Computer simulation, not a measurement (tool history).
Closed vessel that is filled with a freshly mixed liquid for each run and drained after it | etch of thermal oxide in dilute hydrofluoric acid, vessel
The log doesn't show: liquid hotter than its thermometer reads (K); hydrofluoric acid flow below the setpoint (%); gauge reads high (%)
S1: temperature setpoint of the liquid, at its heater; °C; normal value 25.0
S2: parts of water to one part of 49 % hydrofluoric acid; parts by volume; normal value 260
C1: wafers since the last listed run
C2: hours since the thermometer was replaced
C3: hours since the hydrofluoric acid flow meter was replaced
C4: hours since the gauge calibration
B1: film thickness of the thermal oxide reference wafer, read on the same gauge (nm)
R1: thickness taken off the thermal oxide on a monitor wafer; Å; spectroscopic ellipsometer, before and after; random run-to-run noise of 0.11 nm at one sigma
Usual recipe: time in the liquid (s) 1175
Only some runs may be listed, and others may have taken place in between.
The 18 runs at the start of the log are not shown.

{"run": 19, "day": 44.021, "S1": 25.0, "S2": 260, "time in the liquid (s)": 1175, "C1": 2687, "C2": 503.1, "C3": 2220.0, "C4": 1849.0, "B1": 120.0, "R1": 156.7}
{"run": 20, "day": 45.496, "S1": 25.0, "S2": 260, "time in the liquid (s)": 1590, "C1": 2156, "C2": 538.5, "C3": 2255.4, "C4": 1884.4, "B1": 120.0, "R1": 210.1}
{"day": 47.15, "done": "hydrofluoric acid flow meter replaced"}
{"day": 48.138, "done": "gauge calibrated"}
{"run": 21, "day": 48.238, "S1": 25.0, "S2": 340, "time in the liquid (s)": 1175, "C1": 3948, "C2": 604.3, "C3": 26.1, "C4": 2.4, "B1": 120.0, "R1": 102.6}
{"run": 22, "day": 49.667, "S1": 28.0, "S2": 260, "time in the liquid (s)": 1175, "C1": 2089, "C2": 638.6, "C3": 60.4, "C4": 36.7, "B1": 120.01, "R1": 162.3}
{"run": 23, "day": 52.654, "S1": 25.0, "S2": 200, "time in the liquid (s)": 1175, "C1": 4368, "C2": 710.3, "C3": 132.1, "C4": 108.4, "B1": 120.0, "R1": 201.6}
{"run": 24, "day": 54.688, "S1": 27.0, "S2": 330, "time in the liquid (s)": 635, "C1": 2973, "C2": 759.1, "C3": 180.9, "C4": 157.2, "B1": 120.0, "R1": 61.0}
{"run": 25, "day": 56.596, "S1": 20.5, "S2": 325, "time in the liquid (s)": 1175, "C1": 2790, "C2": 804.9, "C3": 226.7, "C4": 203.0, "B1": 119.99, "R1": 91.3}
{"run": 26, "day": 58.508, "S1": 25.0, "S2": 260, "time in the liquid (s)": 1175, "C1": 2796, "C2": 850.8, "C3": 272.6, "C4": 248.9, "B1": 119.98, "R1": 146.6}
{"run": 27, "day": 60.017, "S1": 25.0, "S2": 260, "time in the liquid (s)": 1175, "C1": 2205, "C2": 887.0, "C3": 308.8, "C4": 285.1, "B1": 119.99, "R1": 144.0}
{"run": 28, "day": 61.621, "S1": 25.0, "S2": 390, "time in the liquid (s)": 855, "C1": 2345, "C2": 925.5, "C3": 347.3, "C4": 323.6, "B1": 120.01, "R1": 60.9}
{"day": 62.158, "done": "hydrofluoric acid flow meter replaced, repeated, since the last time left the tool worse"}
{"run": 29, "day": 68.204, "S1": 23.5, "S2": 380, "time in the liquid (s)": 1175, "C1": 9566, "C2": 1083.5, "C3": 145.1, "C4": 481.6, "B1": 120.03, "R1": 96.6}
{"run": 30, "day": 70.508, "S1": 21.0, "S2": 135, "time in the liquid (s)": 1615, "C1": 3369, "C2": 1138.8, "C3": 200.4, "C4": 536.9, "B1": 120.02, "R1": 440.6}
{"run": 31, "day": 72.825, "S1": 25.0, "S2": 260, "time in the liquid (s)": 1175, "C1": 3387, "C2": 1194.4, "C3": 256.0, "C4": 592.5, "B1": 119.99, "R1": 166.3}

Each row is a separate what-if for the run after 31, all from the same tool condition, not one after another. Results?
{"run": "A", "day": 72.867, "S1": 21.0, "S2": 260, "time in the liquid (s)": 1175, "C1": 60, "C2": 1195.4, "C3": 257.0, "C4": 593.5, "B1": "?", "R1": "?"}
{"run": "B", "day": 72.867, "S1": 26.5, "S2": 315, "time in the liquid (s)": 715, "C1": 60, "C2": 1195.4, "C3": 257.0, "C4": 593.5, "B1": "?", "R1": "?"}
{"run": "C", "day": 72.867, "S1": 20.5, "S2": 260, "time in the liquid (s)": 1175, "C1": 60, "C2": 1195.4, "C3": 257.0, "C4": 593.5, "B1": "?", "R1": "?"}

run=A B1=120.00 R1=143.7
run=B B1=120.00 R1=82.9
run=C B1=120.00 R1=141.1
What these runs would have given with no unlogged condition in the tool:
run=A R1=146.1
run=B R1=84.4
run=C R1=143.5
